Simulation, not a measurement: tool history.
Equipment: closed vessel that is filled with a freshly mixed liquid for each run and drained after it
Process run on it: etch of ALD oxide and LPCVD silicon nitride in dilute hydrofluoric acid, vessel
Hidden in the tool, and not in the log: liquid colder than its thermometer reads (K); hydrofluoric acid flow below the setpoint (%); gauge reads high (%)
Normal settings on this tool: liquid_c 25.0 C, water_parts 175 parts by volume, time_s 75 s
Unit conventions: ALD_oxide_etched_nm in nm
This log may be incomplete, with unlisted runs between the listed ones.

| run | hour | liquid_c | water_parts | time_s | wafers since the last listed run | hours since the thermometer was replaced | hours since the hydrofluoric acid flow meter was replaced | hours since the gauge calibration | read-back film thickness of the ALD oxide reference wafer, read on the same gauge (nm) | ALD_oxide_etched_nm |
|---|---|---|---|---|---|---|---|---|---|---|
| 1 | 0.0 | 25.0 | 175 | 75 | 0 | 482.4 | 376.0 | 173.3 | 120.03 | 5.58 |
| 2 | 67.9 | 25.0 | 175 | 75 | 6337 | 550.3 | 443.9 | 241.2 | 120.03 | 5.60 |
| 3 | 105.9 | 25.0 | 175 | 75 | 3546 | 588.3 | 481.9 | 279.2 | 120.03 | 5.54 |
| 4 | 153.8 | 28.5 | 175 | 75 | 4470 | 636.2 | 529.8 | 327.1 | 120.01 | 6.19 |
| 5 | 201.1 | 28.5 | 175 | 75 | 4414 | 683.5 | 577.1 | 374.4 | 120.00 | 6.27 |
| 6 | 247.4 | 28.5 | 175 | 75 | 4321 | 729.8 | 623.4 | 420.7 | 120.01 | 6.24 |
|  | 294.3 | gauge calibrated |
| 7 | 316.7 | 25.0 | 175 | 75 | 6468 | 799.1 | 692.7 | 22.4 | 120.00 | 5.36 |
| 8 | 382.4 | 23.5 | 175 | 75 | 6132 | 864.8 | 758.4 | 88.1 | 120.01 | 5.03 |
| 9 | 431.3 | 21.5 | 150 | 30 | 4564 | 913.7 | 807.3 | 137.0 | 120.00 | 2.25 |
|  | 441.4 | hydrofluoric acid flow meter replaced |
| 10 | 485.7 | 23.0 | 200 | 60 | 4984 | 968.1 | 44.3 | 191.4 | 119.99 | 3.49 |
| 11 | 523.5 | 28.5 | 175 | 75 | 3528 | 1005.9 | 82.1 | 229.2 | 120.01 | 6.18 |
|  | 537.0 | thermometer replaced |
| 12 | 577.6 | 22.0 | 100 | 90 | 4956 | 40.6 | 136.2 | 283.3 | 120.01 | 11.81 |
| 13 | 641.6 | 28.5 | 175 | 75 | 5973 | 104.6 | 200.2 | 347.3 | 119.99 | 6.51 |
| 14 | 700.3 | 29.0 | 125 | 65 | 5478 | 163.3 | 258.9 | 406.0 | 119.99 | 8.60 |
| 15 | 731.0 | 25.0 | 175 | 110 | 2865 | 194.0 | 289.6 | 436.7 | 119.98 | 8.42 |
| 16 | 786.1 | 25.0 | 175 | 75 | 5142 | 249.1 | 344.7 | 491.8 | 120.00 | 5.67 |

4 options for the next run, each taken on its own from the tool as it stands now. Forecast them:
| A | 786.8 | 25.0 | 220 | 75 | 65 | 249.8 | 345.4 | 492.5 | ? | ? |
| B | 786.8 | 27.5 | 250 | 75 | 65 | 249.8 | 345.4 | 492.5 | ? | ? |
| C | 786.8 | 25.0 | 175 | 50 | 65 | 249.8 | 345.4 | 492.5 | ? | ? |
| D | 786.8 | 21.5 | 175 | 40 | 65 | 249.8 | 345.4 | 492.5 | ? | ? |

| run | read-back film thickness of the ALD oxide reference wafer, read on the same gauge (nm) | ALD_oxide_etched_nm |
|---|---|---|
| A | 119.99 | 4.30 |
| B | 119.99 | 4.00 |
| C | 119.99 | 3.78 |
| D | 119.99 | 2.65 |
With no hidden state in the tool, these same runs would have given:
| run | ALD_oxide_etched_nm |
|---|---|
| A | 4.44 |
| B | 4.13 |
| C | 3.91 |
| D | 2.74 |

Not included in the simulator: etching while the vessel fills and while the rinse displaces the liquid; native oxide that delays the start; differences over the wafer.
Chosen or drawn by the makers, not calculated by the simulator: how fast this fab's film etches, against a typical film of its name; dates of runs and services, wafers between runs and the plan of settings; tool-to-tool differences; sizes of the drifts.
